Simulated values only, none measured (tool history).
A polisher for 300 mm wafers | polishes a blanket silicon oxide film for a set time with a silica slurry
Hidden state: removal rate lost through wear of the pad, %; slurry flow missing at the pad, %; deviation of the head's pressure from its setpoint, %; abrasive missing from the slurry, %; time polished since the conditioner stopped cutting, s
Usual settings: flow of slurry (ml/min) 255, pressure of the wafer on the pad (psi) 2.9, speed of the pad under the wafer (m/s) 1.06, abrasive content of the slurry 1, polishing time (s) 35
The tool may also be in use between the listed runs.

| run | hour | flow of slurry (ml/min) | pressure of the wafer on the pad (psi) | speed of the pad under the wafer (m/s) | abrasive content of the slurry | polishing time (s) | wafers since the last listed run | wafers polished on this pad | hours since the slurry nozzle was cleaned | hours since the head pressure was calibrated | hours since the slurry blender was calibrated | hours since the conditioning disc was replaced | incoming thickness of the incoming film, nm | film removed (Å) |
|---|---|---|---|---|---|---|---|---|---|---|---|---|---|---|
| 1 | 0 | 255 | 2.9 | 1.06 | 1 | 35 | 0 | 3731 | 820.7 | 1233.4 | 461.3 | 2.4 | 892.3 | 680 |
|  | 31.6 | slurry blender recalibrated |
|  | 50.4 | head pressure recalibrated |
| 2 | 58.1 | 255 | 2.9 | 1.06 | 0.8 | 35 | 708 | 4439 | 878.8 | 7.7 | 26.5 | 60.5 | 883.7 | 653 |
| 3 | 83.7 | 255 | 2.9 | 1.06 | 1 | 35 | 335 | 4774 | 904.4 | 33.3 | 52.1 | 86.1 | 875.4 | 700 |
|  | 89.6 | slurry nozzle cleaned |
| 4 | 134.3 | 255 | 2.9 | 1.06 | 1 | 35 | 649 | 5424 | 44.7 | 83.9 | 102.7 | 136.7 | 888.2 | 688 |
| 5 | 160.3 | 295 | 2.9 | 0.96 | 0.8 | 35 | 340 | 5764 | 70.7 | 109.9 | 128.7 | 162.7 | 863.4 | 628 |
| 6 | 188.1 | 255 | 2.9 | 0.68 | 1 | 35 | 363 | 6128 | 98.5 | 137.7 | 156.5 | 190.5 | 890 | 528 |
| 7 | 235.9 | 305 | 2.9 | 1.06 | 1 | 35 | 625 | 6754 | 146.3 | 185.5 | 204.3 | 238.3 | 890.7 | 707 |
|  | 249.5 | worn pad replaced by a new one |
| 8 | 299 | 255 | 3.5 | 1.06 | 1 | 35 | 773 | 648 | 209.4 | 248.6 | 267.4 | 301.4 | 878.9 | 807 |
| 9 | 357.9 | 255 | 2.9 | 1.06 | 1 | 35 | 771 | 1419 | 268.3 | 307.5 | 326.3 | 360.3 | 878.4 | 689 |
| 10 | 410.7 | 255 | 2.9 | 1.06 | 1 | 35 | 691 | 2110 | 321.1 | 360.3 | 379.1 | 413.1 | 877.6 | 680 |
|  | 444.4 | slurry blender recalibrated |
| 11 | 482.6 | 255 | 2 | 1.24 | 1 | 27 | 915 | 3025 | 393 | 432.2 | 38.2 | 485 | 882.4 | 424 |
|  | 526.2 | conditioning disc replaced and pad reconditioned |
| 12 | 550.2 | 300 | 2.9 | 1.22 | 1.2 | 44 | 858 | 3884 | 460.6 | 499.8 | 105.8 | 24 | 898.6 | 1050 |
| 13 | 599.4 | 335 | 2 | 1.06 | 0.75 | 40 | 644 | 4528 | 509.8 | 549 | 155 | 73.2 | 896 | 519 |
| 14 | 635.6 | 255 | 2.9 | 1.06 | 1 | 35 | 473 | 5002 | 546 | 585.2 | 191.2 | 109.4 | 883.1 | 696 |
| 15 | 661.5 | 255 | 2.2 | 1.06 | 1 | 35 | 339 | 5341 | 571.9 | 611.1 | 217.1 | 135.3 | 878.3 | 530 |
|  | 703.5 | worn pad replaced by a new one |
| 16 | 713 | 305 | 3.3 | 1.06 | 1 | 35 | 621 | 124 | 623.4 | 662.6 | 268.6 | 186.8 | 886 | 811 |
| 17 | 784.3 | 345 | 2.1 | 1.06 | 1 | 35 | 933 | 1057 | 694.7 | 733.9 | 339.9 | 258.1 | 882 | 521 |
|  | 834.6 | slurry nozzle cleaned |
| 18 | 853.5 | 195 | 2.3 | 1.06 | 1 | 35 | 892 | 1950 | 18.9 | 803.1 | 409.1 | 327.3 | 866.1 | 522 |
| 19 | 881.8 | 255 | 2.9 | 1.06 | 1 | 30 | 370 | 2321 | 47.2 | 831.4 | 437.4 | 355.6 | 891.1 | 574 |
|  | 919.8 | slurry blender recalibrated |
| 20 | 942.8 | 255 | 2.9 | 1.06 | 1 | 35 | 772 | 3093 | 108.2 | 892.4 | 23 | 416.6 | 888.3 | 720 |
|  | 955.3 | conditioning disc replaced and pad reconditioned |
| 21 | 990.1 | 300 | 3.9 | 1.06 | 1 | 35 | 593 | 3686 | 155.5 | 939.7 | 70.3 | 34.8 | 879.8 | 967 |
| 22 | 1050.7 | 255 | 2.9 | 1.4 | 1 | 35 | 793 | 4480 | 216.1 | 1000.3 | 130.9 | 95.4 | 882.7 | 817 |
| 23 | 1117.5 | 310 | 2.9 | 1.06 | 1 | 35 | 874 | 5354 | 282.9 | 1067.1 | 197.7 | 162.2 | 877.9 | 704 |
| 24 | 1187.2 | 225 | 1.9 | 1.32 | 0.7 | 35 | 912 | 6267 | 352.6 | 1136.8 | 267.4 | 231.9 | 890.3 | 450 |
| 25 | 1211.3 | 290 | 2.9 | 0.74 | 1 | 26 | 315 | 6583 | 376.7 | 1160.9 | 291.5 | 256 | 875.2 | 411 |
|  | 1228.4 | worn pad replaced by a new one |
| 26 | 1236.9 | 255 | 2.9 | 1.06 | 1 | 35 | 282 | 110 | 402.3 | 1186.5 | 317.1 | 281.6 | 878.6 | 683 |

What the log doesn't show, run by run:
removal rate lost through wear of the pad, %: 0 in every run
slurry flow missing at the pad, %: 0 in every run
deviation of the head's pressure from its setpoint, %: 0 in every run
time polished since the conditioner stopped cutting, s: 0 in every run
H1: abrasive missing from the slurry, %
| run | H1 |
|---|---|
| 1 | 18.2 |
| 2 | 4.25 |
| 3 | 6.4 |
| 4 | 9.77 |
| 5 | 11.1 |
| 6 | 12.4 |
| 7 | 14 |
| 8 | 15.6 |
| 9 | 16.6 |
| 10 | 17.3 |
| 11 | 4.17 |
| 12 | 8.84 |
| 13 | 11.2 |
| 14 | 12.5 |
| 15 | 13.3 |
| 16 | 14.5 |
| 17 | 15.7 |
| 18 | 16.4 |
| 19 | 16.7 |
| 20 | 3.47 |
| 21 | 7.28 |
| 22 | 10.8 |
| 23 | 13.4 |
| 24 | 15.2 |
| 25 | 15.6 |
| 26 | 16 |
